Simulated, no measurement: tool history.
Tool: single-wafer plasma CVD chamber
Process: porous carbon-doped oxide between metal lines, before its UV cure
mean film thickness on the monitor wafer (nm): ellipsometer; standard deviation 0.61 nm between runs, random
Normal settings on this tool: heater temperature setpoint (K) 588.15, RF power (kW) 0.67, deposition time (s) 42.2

run,hour,heater temperature setpoint (K),RF power (kW),deposition time (s),wafers since the last listed run,hours since the last thermocouple change,hours since the last RF generator calibration,hours since the showerhead was replaced,hours since the gauge calibration,"read-back reference wafer on the same gauge, thickness_nm",mean film thickness on the monitor wafer (nm)
1,0,592.15,0.67,48.7,0,1203.8,1552.3,2107.6,678.6,236.094,284.283
2,65.7,592.15,0.67,48.7,1029,1269.5,1618,2173.3,744.3,235.94,284.074
3,91,592.15,0.67,48.7,396,1294.8,1643.3,2198.6,769.6,236.402,282.709
# hour 115.2: thermocouple changed; heater temperature recalibrated
4,145.1,588.15,0.77,38.2,722,29.9,1697.4,2252.7,823.7,236.525,248.44
5,181.3,588.15,0.77,38.2,567,66.1,1733.6,2288.9,859.9,236.277,247.509
6,212.6,588.15,0.77,38.2,490,97.4,1764.9,2320.2,891.2,236.183,247.707
7,240.8,588.15,0.67,45.4,441,125.6,1793.1,2348.4,919.4,236.276,271.059
8,268.2,588.15,0.67,42.2,429,153,1820.5,2375.8,946.8,236.281,253.097
9,322.4,588.15,0.67,42.2,849,207.2,1874.7,2430,1001,236.175,252.281
10,358,588.15,0.67,42.2,557,242.8,1910.3,2465.6,1036.6,236.264,252.195
11,401.5,588.15,0.67,42.2,681,286.3,1953.8,2509.1,1080.1,236.163,251.356
12,449.1,588.15,0.67,42.2,745,333.9,2001.4,2556.7,1127.7,236.284,252.292
13,507,588.15,0.59,44.1,907,391.8,2059.3,2614.6,1185.6,236.567,244.268
14,544.8,588.15,0.585,42.2,592,429.6,2097.1,2652.4,1223.4,236.209,232.503
15,615.7,576.15,0.67,42.2,1111,500.5,2168,2723.3,1294.3,236.535,269.274
# hour 700.4: gauge calibrated
16,752.6,588.15,0.67,42.2,2145,637.4,2304.9,2860.2,52.2,233.944,249.617
17,811.3,588.15,0.545,37.7,919,696.1,2363.6,2918.9,110.9,233.855,199.443
# hour 838: RF generator calibrated
18,869.7,588.15,0.67,42.2,789,754.5,31.7,2977.3,169.3,234.22,249.927
# hour 951.3: showerhead replaced
19,1055.8,588.15,0.67,42.2,2790,940.6,217.8,104.5,355.4,235.174,251.005
20,1092,599.15,0.705,35.3,567,976.8,254,140.7,391.6,234.563,205.565
21,1138,588.15,0.54,42.2,720,1022.8,300,186.7,437.6,234.903,222.109
# hour 1320.8: thermocouple changed; heater temperature recalibrated
22,1344.9,588.15,0.56,42.2,3116,24.1,506.9,393.6,644.5,235.416,226.99
23,1410.8,574.15,0.625,45.6,1032,90,572.8,459.5,710.4,235.558,281.369
24,1469.4,595.15,0.6,38.7,918,148.6,631.4,518.1,769,235.568,209.01
25,1535.5,588.15,0.575,42.2,1035,214.7,697.5,584.2,835.1,235.548,229.126
26,1596.8,579.15,0.745,42.2,960,276,758.8,645.5,896.4,235.329,280.36
27,1624.8,588.15,0.67,42.2,438,304,786.8,673.5,924.4,235.32,250.548
28,1691.1,588.15,0.67,42.2,1038,370.3,853.1,739.8,990.7,235.582,252.449
29,1728.1,588.15,0.67,48.6,579,407.3,890.1,776.8,1027.7,235.44,288.141

Each row is a separate what-if for the run after 29, all from the same tool condition, not one after another. Results?
A,1728.5,588.15,0.67,46.3,6,407.7,890.5,777.2,1028.1,?,?
B,1728.5,588.15,0.715,42.2,6,407.7,890.5,777.2,1028.1,?,?
C,1728.5,588.15,0.795,42.2,6,407.7,890.5,777.2,1028.1,?,?
D,1728.5,596.15,0.67,44.6,6,407.7,890.5,777.2,1028.1,?,?
E,1728.5,588.15,0.67,49,6,407.7,890.5,777.2,1028.1,?,?

run,"read-back reference wafer on the same gauge, thickness_nm",mean film thickness on the monitor wafer (nm)
A,235.85,276.416
B,235.85,262.141
C,235.85,278.858
D,235.85,255.944
E,235.85,292.18
Had the tool no hidden state, the same runs would have come out as:
run,mean film thickness on the monitor wafer (nm)
A,274.402
B,260.231
C,276.826
D,254.079
E,290.051
